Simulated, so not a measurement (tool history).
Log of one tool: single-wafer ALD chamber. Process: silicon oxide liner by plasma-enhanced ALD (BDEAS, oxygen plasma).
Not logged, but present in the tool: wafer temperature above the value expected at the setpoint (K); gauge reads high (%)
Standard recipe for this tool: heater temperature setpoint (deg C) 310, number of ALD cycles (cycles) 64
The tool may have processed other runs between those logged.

run   hour  heater temperature setpoint (deg C)  number of ALD cycles (cycles)  wafers since the last listed run  hours since the last thermocouple change  hours since the gauge calibration  read-back reference wafer on the same gauge, thickness_nm  mean film thickness on the monitor wafer (Å)
  1    0.0                                  310                             64                                 0                                    2797.3                               84.5                                                      6.645                                         56.53
  2   14.5                                  310                             64                                75                                    2811.8                               99.0                                                      6.638                                         56.48
  3   21.0                                  310                             64                                33                                    2818.3                              105.5                                                      6.639                                         56.45
  4   35.2                                  310                             70                                73                                    2832.5                              119.7                                                      6.635                                         61.95
  5   50.8                                  310                             64                                81                                    2848.1                              135.3                                                      6.626                                         56.41
  6   58.7                                  310                             64                                41                                    2856.0                              143.2                                                      6.624                                         56.57
  7   69.9                                  310                             64                                58                                    2867.2                              154.4                                                      6.617                                         56.48
  8   85.2                                  310                             64                                79                                    2882.5                              169.7                                                      6.618                                         56.22
  9  102.9                                  310                             64                                91                                    2900.2                              187.4                                                      6.616                                         56.57
 10  111.6                                  310                             64                                45                                    2908.9                              196.1                                                      6.610                                         56.36
 11  126.5                                  310                             64                                77                                    2923.8                              211.0                                                      6.610                                         56.20
 12  141.5                                  310                             64                                77                                    2938.8                              226.0                                                      6.606                                         56.25
 13  165.1                                  310                             64                               122                                    2962.4                              249.6                                                      6.595                                         55.95
 14  173.1                                  310                             64                                41                                    2970.4                              257.6                                                      6.594                                         56.02
 15  187.4                                  310                             64                                74                                    2984.7                              271.9                                                      6.591                                         56.04
 16  197.1                                  310                             64                                50                                    2994.4                              281.6                                                      6.591                                         56.03
 17  203.2                                  310                             64                                31                                    3000.5                              287.7                                                      6.588                                         56.01
 18  219.5                                  302                             64                                84                                    3016.8                              304.0                                                      6.583                                         57.00
 19  232.9                                  302                             64                                69                                    3030.2                              317.4                                                      6.576                                         56.88
 20  243.6                                  302                             64                                55                                    3040.9                              328.1                                                      6.578                                         56.56
 21  250.7                                  310                             73                                36                                    3048.0                              335.2                                                      6.574                                         64.04
 22  293.4                                  305                             75                               221                                    3090.7                              377.9                                                      6.564                                         66.16
 23  300.2                                  302                             64                                35                                    3097.5                              384.7                                                      6.562                                         56.44
 24  307.7                                  310                             55                                38                                    3105.0                              392.2                                                      6.560                                         48.06
     326.0  -- thermocouple changed; heater temperature recalibrated
 25  326.5                                  299                             55                                56                                       0.5                              411.0                                                      6.554                                         49.21
 26  334.6                                  297                             69                                42                                       8.6                              419.1                                                      6.545                                         62.06
     343.7  -- gauge calibrated
 27  343.8                                  310                             58                                47                                      17.8                                0.1                                                      6.694                                         51.48
 28  362.0                                  310                             64                                94                                      36.0                               18.3                                                      6.684                                         56.82
 29  369.2                                  305                             64                                37                                      43.2                               25.5                                                      6.678                                         57.34
 30  380.9                                  301                             72                                60                                      54.9                               37.2                                                      6.673                                         64.96
 31  395.0                                  310                             64                                73                                      69.0                               51.3                                                      6.668                                         56.84
 32  408.6                                  322                             60                                70                                      82.6                               64.9                                                      6.667                                         52.21
 33  414.7                                  319                             77                                31                                      88.7                               71.0                                                      6.668                                         67.29
 34  421.4                                  323                             74                                34                                      95.4                               77.7                                                      6.671                                         64.10
 35  427.5                                  304                             59                                31                                     101.5                               83.8                                                      6.671                                         52.69
 36  433.6                                  323                             64                                31                                     107.6                               89.9                                                      6.668                                         55.48
 37  451.0                                  319                             60                                90                                     125.0                              107.3                                                      6.656                                         52.27
 38  466.9                                  310                             64                                82                                     140.9                              123.2                                                      6.651                                         56.70
 39  479.6                                  320                             57                                65                                     153.6                              135.9                                                      6.656                                         49.82
 40  495.9                                  310                             64                                84                                     169.9                              152.2                                                      6.648                                         56.56
 41  510.6                                  303                             72                                76                                     184.6                              166.9                                                      6.640                                         64.30
 42  522.3                                  320                             64                                60                                     196.3                              178.6                                                      6.641                                         55.48

Each row is a separate what-if for the run after 42, all from the same tool condition, not one after another. Results?
  A  522.8                                  310                             74                                 2                                     196.8                              179.1                                                          ?                                             ?
  B  522.8                                  306                             57                                 2                                     196.8                              179.1                                                          ?                                             ?
  C  522.8                                  302                             52                                 2                                     196.8                              179.1                                                          ?                                             ?
  D  522.8                                  319                             76                                 2                                     196.8                              179.1                                                          ?                                             ?
  E  522.8                                  315                             71                                 2                                     196.8                              179.1                                                          ?                                             ?

run  read-back reference wafer on the same gauge, thickness_nm  mean film thickness on the monitor wafer (Å)
  A                                                      6.642                                         65.26
  B                                                      6.642                                         50.60
  C                                                      6.642                                         46.45
  D                                                      6.642                                         66.05
  E                                                      6.642                                         62.11
Stripped of hidden state, with their random variation kept, the same runs would have yielded:
run  mean film thickness on the monitor wafer (Å)
  A                                         65.55
  B                                         50.82
  C                                         46.66
  D                                         66.35
  E                                         62.39
